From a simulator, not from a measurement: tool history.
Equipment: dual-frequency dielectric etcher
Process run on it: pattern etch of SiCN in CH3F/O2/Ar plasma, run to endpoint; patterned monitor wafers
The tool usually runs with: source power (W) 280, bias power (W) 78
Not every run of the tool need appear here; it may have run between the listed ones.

run    hour  source power (W)  bias power (W)  incoming incoming film thickness, nm  endpoint time (s)
  1     0.0               280              78                                  8.59               24.0
  2    86.4               280              78                                  8.63               24.4
  3   142.8               280              78                                  8.66               24.6
  4   242.8               280              90                                  8.65               23.4
  5   324.1               280              90                                  8.62               23.5
  6   407.4               280              90                                  8.67               23.7
  7   510.1               310              93                                  8.59               22.1
  8   580.6               310              93                                  8.65               22.4
  9   662.7               320              65                                  8.66               25.2
 10   739.7               230              78                                  8.69               26.1
 11   801.4               240              71                                  8.61               26.7
 12   882.5               240              78                                  8.65               25.7
 13   975.1               320              78                                  8.56               23.5
 14  1045.0               340              60                                  8.77               25.9
 15  1116.3               310              85                                  8.66               23.4
 16  1202.0               280              78                                  8.58               24.6

Missing from the log above: 5 entries noted between runs. For each, name the pair of listed runs it sits between and say how the tool's hidden condition differs from the listed run just before to the listed run just after:
Runs 6 to 7: wet clean of the chamber (hour 471.1)
  etch rate over this chamber's usual, %: -1.6 -> 0.083
  what was measured, less what the result would be without the hidden state, endpoint time (s): +0.4 -> +0.0
Runs 8 to 9: bias power generator calibrated (hour 619.5)
  etch rate over this chamber's usual, %: -0.22 -> -0.573
  what was measured, less what the result would be without the hidden state, endpoint time (s): +0.1 -> +0.2
Runs 10 to 11: upper electrode replaced (hour 800.9)
  etch rate over this chamber's usual, %: -0.904 -> -1.17
  what was measured, less what the result would be without the hidden state, endpoint time (s): +0.2 -> +0.3
Runs 11 to 12: wet clean of the chamber (hour 849.0)
  etch rate over this chamber's usual, %: -1.17 -> -0.379
  what was measured, less what the result would be without the hidden state, endpoint time (s): +0.3 -> +0.1
Runs 12 to 13: source power generator calibrated (hour 949.5)
  etch rate over this chamber's usual, %: -0.379 -> -0.777
  what was measured, less what the result would be without the hidden state, endpoint time (s): +0.1 -> +0.2
